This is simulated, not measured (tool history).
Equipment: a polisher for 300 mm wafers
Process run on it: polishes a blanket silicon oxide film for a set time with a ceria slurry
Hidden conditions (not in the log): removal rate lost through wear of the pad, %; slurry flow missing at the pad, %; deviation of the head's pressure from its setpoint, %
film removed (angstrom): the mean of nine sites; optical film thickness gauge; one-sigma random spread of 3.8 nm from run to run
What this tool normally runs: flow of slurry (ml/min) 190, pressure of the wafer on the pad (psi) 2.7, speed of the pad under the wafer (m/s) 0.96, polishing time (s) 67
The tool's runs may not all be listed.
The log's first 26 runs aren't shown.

run	hour	flow of slurry (ml/min)	pressure of the wafer on the pad (psi)	speed of the pad under the wafer (m/s)	polishing time (s)	wafers since the last listed run	wafers polished on this pad	hours since the slurry nozzle was cleaned	hours since the head pressure was calibrated	incoming thickness of the incoming film, nm	film removed (angstrom)
27	1869.8	190	2.7	0.96	67	482	3767	258.5	221.8	1780.3	2539
# hour 1934.8: worn pad replaced by a new one
28	1973.7	190	2.7	0.96	67	732	285	362.4	325.7	1792.2	2708
29	2019.4	190	2.7	0.86	79	335	620	408.1	371.4	1767	2711
30	2072	230	3	1.24	89	385	1005	460.7	424	1824.5	4992
31	2139.2	190	1.9	1.1	67	492	1498	527.9	491.2	1807.6	2073
32	2235.3	250	3.1	0.84	52	704	2203	624	587.3	1795.9	2012
33	2307.8	225	2.7	1.24	83	531	2734	696.5	659.8	1778.9	4239
34	2388.4	190	1.9	0.96	67	590	3325	777.1	740.4	1776.3	1786
# hour 2444.3: head pressure recalibrated
35	2481.7	190	2.7	0.96	67	669	3995	870.4	37.4	1807.4	2498
# hour 2509.6: worn pad replaced by a new one
# hour 2519.6: slurry nozzle cleaned
36	2521.3	130	1.9	1.04	87	253	78	1.7	77	1764.5	2363

Forecast each of these 5 alternatives for the next run:
A	2521.8	190	2.7	0.96	67	3	82	2.2	77.5	1802.8	?
B	2521.8	240	2.7	0.84	67	3	82	2.2	77.5	1802.8	?
C	2521.8	190	3.5	0.74	47	3	82	2.2	77.5	1802.8	?
D	2521.8	190	2.7	0.7	67	3	82	2.2	77.5	1802.8	?
E	2521.8	190	2.7	1.1	67	3	82	2.2	77.5	1802.8	?

run	film removed (angstrom)
A	2621
B	2366
C	1837
D	1911
E	3003
With no hidden state in the tool, these same runs would have given:
run	film removed (angstrom)
A	2647
B	2389
C	1855
D	1930
E	3033

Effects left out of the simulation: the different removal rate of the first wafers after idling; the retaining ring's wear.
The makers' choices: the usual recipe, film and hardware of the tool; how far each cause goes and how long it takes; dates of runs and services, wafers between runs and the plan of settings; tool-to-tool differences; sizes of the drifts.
